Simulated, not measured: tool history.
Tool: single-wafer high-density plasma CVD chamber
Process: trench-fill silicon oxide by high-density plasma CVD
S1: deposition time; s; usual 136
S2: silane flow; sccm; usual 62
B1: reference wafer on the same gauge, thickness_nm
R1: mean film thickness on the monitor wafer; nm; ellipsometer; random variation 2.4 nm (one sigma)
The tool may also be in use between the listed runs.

run	hour	S1	S2	B1	R1
1	0.0	136	57	782.050	710.166
2	16.8	136	57	782.560	704.819
3	26.5	136	62	782.803	757.304
4	37.4	136	62	783.091	754.037
5	54.8	136	62	782.528	754.725
6	82.6	157	62	783.209	871.816
7	94.8	157	62	783.252	870.657
8	108.1	136	59	782.835	725.930
9	114.3	136	59	782.606	726.772
10	127.4	136	59	783.016	729.959
11	134.2	145	62	782.606	804.428
12	151.9	145	62	781.978	803.571
13	176.6	136	62	782.552	757.634
14	194.5	136	62	782.979	754.633
15	202.1	136	62	782.556	757.858
16	210.8	136	62	783.659	752.755
17	221.9	136	62	783.634	755.304
18	253.9	136	62	783.165	756.411
19	269.3	136	66	782.831	791.680
20	286.5	136	66	782.968	788.905
21	337.2	136	66	783.476	788.171
22	351.4	136	62	782.911	755.493
23	366.0	123	62	783.404	680.281
24	372.5	160	56	782.787	821.786
25	380.0	153	68	783.139	912.899
26	395.3	154	70	782.147	936.715
27	408.8	111	67	783.481	650.514
28	423.6	136	74	781.957	861.272
29	435.6	136	72	782.519	843.441
# hour 446.1: gauge calibrated
30	455.5	125	62	783.140	694.104
# hour 465.8: silane flow controller replaced
31	470.3	151	50	782.848	740.917
32	483.5	136	68	782.602	830.701
33	495.9	111	73	782.599	717.703
34	507.9	110	62	783.644	630.701
35	517.9	136	62	783.503	780.544
36	534.1	136	62	782.710	778.400
37	546.9	147	62	783.688	839.528
38	561.2	145	73	782.898	935.516
39	574.5	136	74	783.154	885.597
40	589.6	156	74	782.899	1018.862
41	603.7	118	62	781.816	672.947
42	614.0	120	67	783.472	724.589
43	625.7	154	73	783.604	992.379
44	640.9	136	62	781.694	772.957
45	654.0	136	62	783.343	767.282
46	671.1	136	62	782.687	771.628
47	688.6	163	55	782.826	842.798

The tool's hidden state at each run:
gauge reads high (%): 0 in every run
H1: delivered silane flow above the setpoint (%)
run	H1
1	-5.79
2	-5.8
3	-5.81
4	-5.82
5	-5.83
6	-5.85
7	-5.86
8	-5.86
9	-5.87
10	-5.88
11	-5.88
12	-5.89
13	-5.91
14	-5.92
15	-5.92
16	-5.92
17	-5.93
18	-5.95
19	-5.95
20	-5.96
21	-5.99
22	-5.99
23	-6
24	-6
25	-6.01
26	-6.01
27	-6.02
28	-6.02
29	-6.03
30	-6.04
31	-1.51
32	-1.63
33	-1.74
34	-1.84
35	-1.93
36	-2.06
37	-2.17
38	-2.28
39	-2.38
40	-2.5
41	-2.61
42	-2.68
43	-2.77
44	-2.87
45	-2.97
46	-3.08
47	-3.2
